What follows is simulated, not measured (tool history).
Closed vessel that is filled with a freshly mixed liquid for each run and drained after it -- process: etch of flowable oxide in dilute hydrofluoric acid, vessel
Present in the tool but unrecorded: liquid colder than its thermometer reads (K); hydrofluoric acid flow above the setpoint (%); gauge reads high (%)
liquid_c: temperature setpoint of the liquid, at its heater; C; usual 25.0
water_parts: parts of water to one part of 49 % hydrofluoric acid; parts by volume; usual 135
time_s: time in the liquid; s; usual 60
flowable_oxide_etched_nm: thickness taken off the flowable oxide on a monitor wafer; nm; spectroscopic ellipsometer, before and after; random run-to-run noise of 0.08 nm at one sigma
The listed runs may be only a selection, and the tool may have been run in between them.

run,hour,liquid_c,water_parts,time_s,wafers since the last listed run,hours since the thermometer was replaced,hours since the hydrofluoric acid flow meter was replaced,hours since the gauge calibration,"read-back film thickness of the flowable oxide reference wafer, read on the same gauge (nm)",flowable_oxide_etched_nm
1,0.0,25.0,135,60,0,354.4,653.6,536.1,90.02,17.25
2,88.8,25.0,135,60,10714,443.2,742.4,624.9,90.04,17.28
3,146.1,25.0,135,60,6913,500.5,799.7,682.2,90.01,17.27
4,238.4,25.0,135,60,11137,592.8,892.0,774.5,89.98,17.24
5,319.5,25.0,135,60,9785,673.9,973.1,855.6,89.98,17.38
6,360.6,25.0,135,60,4959,715.0,1014.2,896.7,89.98,17.45
7,443.0,25.0,135,60,9942,797.4,1096.6,979.1,89.99,17.46
8,545.0,25.0,135,85,12307,899.4,1198.6,1081.1,90.02,24.80
9,585.8,25.0,135,85,4923,940.2,1239.4,1121.9,90.00,24.80
# hour 628.9: gauge calibrated
10,638.4,25.0,135,85,6346,992.8,1292.0,9.5,89.98,24.98
11,687.0,27.0,135,60,5864,1041.4,1340.6,58.1,90.03,19.11
12,740.1,22.0,105,40,6407,1094.5,1393.7,111.2,89.99,13.75
# hour 757.8: hydrofluoric acid flow meter replaced
13,847.7,25.0,135,85,12862,1202.1,89.9,218.8,89.99,23.47
14,888.6,25.0,135,60,4935,1243.0,130.8,259.7,89.99,16.49
15,955.6,27.5,115,30,8084,1310.0,197.8,326.7,90.00,11.08

The next listed run, before its measurement:
16,1033.3,28.5,185,30,9375,1387.7,275.5,404.4,?,?

read-back film thickness of the flowable oxide reference wafer, read on the same gauge (nm): 90.00
flowable_oxide_etched_nm: 6.58 nm
The same run, on a tool lacking any hidden state, would have yielded flowable_oxide_etched_nm 6.48 nm.
